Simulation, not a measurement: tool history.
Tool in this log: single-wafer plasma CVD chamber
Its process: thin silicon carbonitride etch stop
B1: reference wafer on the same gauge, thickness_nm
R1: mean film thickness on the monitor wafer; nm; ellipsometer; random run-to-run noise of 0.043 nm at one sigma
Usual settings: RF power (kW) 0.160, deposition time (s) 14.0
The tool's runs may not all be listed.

Run 1, hour 0.0: usual settings; B1 6.559. Result: R1 7.376 nm.
Run 2, hour 42.3: usual settings; B1 6.575. Result: R1 7.374 nm.
Run 3, hour 121.3: usual settings; B1 6.577. Result: R1 7.362 nm.
Run 4, hour 166.9: usual settings but RF power (kW) 0.180; B1 6.590. Result: R1 7.729 nm.
Run 5, hour 240.2: usual settings but RF power (kW) 0.180; B1 6.585. Result: R1 7.689 nm.
Run 6, hour 459.4: usual settings but RF power (kW) 0.180; B1 6.593. Result: R1 7.676 nm.
Run 7, hour 504.8: usual settings but deposition time (s) 14.9; B1 6.566. Result: R1 7.811 nm.
Run 8, hour 555.5: usual settings but deposition time (s) 14.9; B1 6.572. Result: R1 7.744 nm.
Run 9, hour 612.8: usual settings but deposition time (s) 14.9; B1 6.573. Result: R1 7.805 nm.
Run 10, hour 697.2: usual settings; B1 6.586. Result: R1 7.369 nm.
Run 11, hour 771.5: usual settings; B1 6.577. Result: R1 7.317 nm.
Run 12, hour 876.3: usual settings; B1 6.582. Result: R1 7.334 nm.
Run 13, hour 946.7: usual settings but deposition time (s) 12.3; B1 6.559. Result: R1 6.401 nm.
Run 14, hour 1044.9: usual settings but deposition time (s) 12.3; B1 6.596. Result: R1 6.359 nm.
Run 15, hour 1135.8: usual settings but deposition time (s) 15.0; B1 6.564. Result: R1 7.783 nm.
Run 16, hour 1181.8: usual settings but RF power (kW) 0.170, deposition time (s) 11.8; B1 6.597. Result: R1 6.269 nm.
Run 17, hour 1261.7: usual settings but RF power (kW) 0.190, deposition time (s) 12.3; B1 6.589. Result: R1 6.804 nm.
Run 18, hour 1331.2: usual settings but RF power (kW) 0.135, deposition time (s) 16.3; B1 6.574. Result: R1 7.947 nm.
Run 19, hour 1377.3: usual settings but RF power (kW) 0.135, deposition time (s) 16.3; B1 6.589. Result: R1 7.924 nm.
Run 20, hour 1476.4: usual settings but RF power (kW) 0.145, deposition time (s) 12.9; B1 6.584. Result: R1 6.416 nm.
Run 21, hour 1532.7: usual settings but RF power (kW) 0.190, deposition time (s) 15.9; B1 6.563. Result: R1 8.628 nm.
Run 22, hour 1605.8: usual settings but RF power (kW) 0.150, deposition time (s) 12.1; B1 6.579. Result: R1 6.238 nm.
Run 23, hour 1676.7: usual settings but RF power (kW) 0.140, deposition time (s) 16.8; B1 6.593. Result: R1 8.514 nm.
Run 24, hour 1719.3: usual settings but RF power (kW) 0.130, deposition time (s) 11.8; B1 6.591. Result: R1 5.764 nm.
Run 25, hour 1824.5: usual settings but RF power (kW) 0.185, deposition time (s) 11.3; B1 6.576. Result: R1 6.255 nm.
Run 26, hour 1921.6: usual settings; B1 6.582. Result: R1 7.457 nm.
Run 27, hour 1975.6: usual settings but RF power (kW) 0.140, deposition time (s) 16.6; B1 6.585. Result: R1 8.382 nm.
Run 28, hour 2046.9: usual settings; B1 6.574. Result: R1 7.377 nm.
Run 29, hour 2137.7: usual settings but RF power (kW) 0.130, deposition time (s) 12.7; B1 6.582. Result: R1 6.271 nm.
Run 30, hour 2176.9: usual settings but RF power (kW) 0.150, deposition time (s) 12.6; B1 6.591. Result: R1 6.564 nm.
Run 31, hour 2249.7: usual settings; B1 6.577. Result: R1 7.351 nm.
Run 32, hour 2339.9: usual settings; B1 6.580. Result: R1 7.364 nm.
Run 33, hour 2391.5: usual settings; B1 6.594. Result: R1 7.314 nm.

The log once held 4 entries between its listed runs, left out of this copy. Where does each go, and what is different about the tool's unlogged condition between the listed run before it and the listed run after it?
In the gap between runs 11 and 12: showerhead replaced (hour 860.1)
  delivered RF power above the setpoint (%): -3.61 -> -4.12
  measured minus no-state result, R1: -0.094 -> -0.107 nm
In the gap between runs 15 and 16: thermocouple changed; heater temperature recalibrated (hour 1157.3)
  delivered RF power above the setpoint (%): -5.54 -> -5.82
  measured minus no-state result, R1: -0.155 -> -0.131 nm
In the gap between runs 21 and 22: RF generator calibrated (hour 1579.7)
  delivered RF power above the setpoint (%): -8.13 -> -0.0673
  measured minus no-state result, R1: -0.257 -> -0.001 nm
In the gap between runs 25 and 26: gauge calibrated (hour 1857.1)
  delivered RF power above the setpoint (%): -0.163 -> -0.254
  measured minus no-state result, R1: -0.003 -> -0.006 nm
